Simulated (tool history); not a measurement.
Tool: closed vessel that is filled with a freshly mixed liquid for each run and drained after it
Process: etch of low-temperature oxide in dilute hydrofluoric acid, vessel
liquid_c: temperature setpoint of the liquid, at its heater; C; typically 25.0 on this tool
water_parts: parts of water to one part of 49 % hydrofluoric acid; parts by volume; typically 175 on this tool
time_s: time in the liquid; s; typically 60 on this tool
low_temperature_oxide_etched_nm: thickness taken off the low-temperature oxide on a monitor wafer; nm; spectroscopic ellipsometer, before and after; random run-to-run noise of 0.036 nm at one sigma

run     day  liquid_c  water_parts  time_s  wafers since the last listed run  hours since the thermometer was replaced  hours since the hydrofluoric acid flow meter was replaced  hours since the gauge calibration  read-back film thickness of the low-temperature oxide reference wafer, read on the same gauge (nm)  low_temperature_oxide_etched_nm
  1   0.000      25.0          175      60                                 0                                    1129.2                                                     1227.0                               12.3                                                                                               40.00                            10.45
  2   0.629      25.0          175      60                              1675                                    1144.3                                                     1242.1                               27.4                                                                                               40.00                            10.44
  3   1.125      25.0          175      60                              1320                                    1156.2                                                     1254.0                               39.3                                                                                               39.97                            10.46
  4   1.812      25.0          120      60                              1831                                    1172.7                                                     1270.5                               55.8                                                                                               40.01                            16.31
  5   2.196      25.0          140      85                              1021                                    1181.9                                                     1279.7                               65.0                                                                                               40.00                            19.35
  6   2.883      25.0          140      85                              1831                                    1198.4                                                     1296.2                               81.5                                                                                               40.00                            19.28
  7   3.558      28.0          175      60                              1797                                    1214.6                                                     1312.4                               97.7                                                                                               39.99                            11.72
  8   3.833      28.0          175      60                               732                                    1221.2                                                     1319.0                              104.3                                                                                               39.98                            11.63
  9   4.183      28.0          175      60                               932                                    1229.6                                                     1327.4                              112.7                                                                                               40.03                            11.75
 10   4.729      25.0          175      60                              1453                                    1242.7                                                     1340.5                              125.8                                                                                               40.01                            10.47
 11   5.308      25.0          175      60                              1542                                    1256.6                                                     1354.4                              139.7                                                                                               39.99                            10.44
 12   5.833      25.0          175      60                              1398                                    1269.2                                                     1367.0                              152.3                                                                                               40.00                            10.49
      5.971  -- thermometer replaced
 13   6.546      25.0          125      60                              1786                                      13.8                                                     1384.1                              169.4                                                                                               39.99                            15.50
 14   7.117      25.0          175      45                              1520                                      27.5                                                     1397.8                              183.1                                                                                               40.01                             7.82
 15   7.696      25.0          175      85                              1542                                      41.4                                                     1411.7                              197.0                                                                                               39.99                            14.80
 16   8.150      25.0          140      60                              1209                                      52.3                                                     1422.6                              207.9                                                                                               39.99                            13.59
 17   8.746      25.0          175      60                              1587                                      66.6                                                     1436.9                              222.2                                                                                               39.99                            10.45
 18   9.000      25.0           90      95                               676                                      72.7                                                     1443.0                              228.3                                                                                               40.01                            35.80
 19   9.504      25.0          175      60                              1342                                      84.8                                                     1455.1                              240.4                                                                                               39.99                            10.45
 20  10.179      27.0          110      75                              1797                                     101.0                                                     1471.3                              256.6                                                                                               40.01                            24.25
     10.242  -- hydrofluoric acid flow meter replaced
     10.508  -- gauge calibrated
 21  10.671      21.0          225      30                              1198                                     112.8                                                       10.3                                3.9                                                                                               40.00                             3.31
 22  11.267      23.0           90      85                              1587                                     127.1                                                       24.6                               18.2                                                                                               40.00                            29.37
 23  11.729      25.0          175      60                              1231                                     138.2                                                       35.7                               29.3                                                                                               39.99                            10.42
 24  12.296      22.0          235      50                              1509                                     151.8                                                       49.3                               42.9                                                                                               40.00                             5.42
 25  12.938      25.0          175      60                              1709                                     167.2                                                       64.7                               58.3                                                                                               39.99                            10.43
 26  13.362      25.0          175      70                              1131                                     177.4                                                       74.9                               68.5                                                                                               39.99                            12.25
 27  13.846      25.0          130      60                              1287                                     189.0                                                       86.5                               80.1                                                                                               39.99                            14.87
 28  14.246      27.0          175      40                              1065                                     198.6                                                       96.1                               89.7                                                                                               39.99                             7.48
 29  14.554      25.0          210      60                               821                                     206.0                                                      103.5                               97.1                                                                                               39.98                             8.41
 30  15.183      25.0          255      90                              1675                                     221.1                                                      118.6                              112.2                                                                                               40.01                             9.88
 31  15.458      25.0          175      60                               732                                     227.7                                                      125.2                              118.8                                                                                               39.99                            10.50

Each row is a separate what-if for the run after 31, all from the same tool condition, not one after another. Results?
  A  15.488      22.5          175      60                                77                                     228.4                                                      125.9                              119.5                                                                                                   ?                                ?
  B  15.488      29.0          175      60                                77                                     228.4                                                      125.9                              119.5                                                                                                   ?                                ?
  C  15.488      21.5          255      70                                77                                     228.4                                                      125.9                              119.5                                                                                                   ?                                ?

run  read-back film thickness of the low-temperature oxide reference wafer, read on the same gauge (nm)  low_temperature_oxide_etched_nm
  A                                                                                               39.98                             9.54
  B                                                                                               39.98                            12.12
  C                                                                                               39.98                             6.78
With the hidden condition removed and each run's random variation left untouched, the same runs would have given:
run  low_temperature_oxide_etched_nm
  A                             9.54
  B                            12.12
  C                             6.78

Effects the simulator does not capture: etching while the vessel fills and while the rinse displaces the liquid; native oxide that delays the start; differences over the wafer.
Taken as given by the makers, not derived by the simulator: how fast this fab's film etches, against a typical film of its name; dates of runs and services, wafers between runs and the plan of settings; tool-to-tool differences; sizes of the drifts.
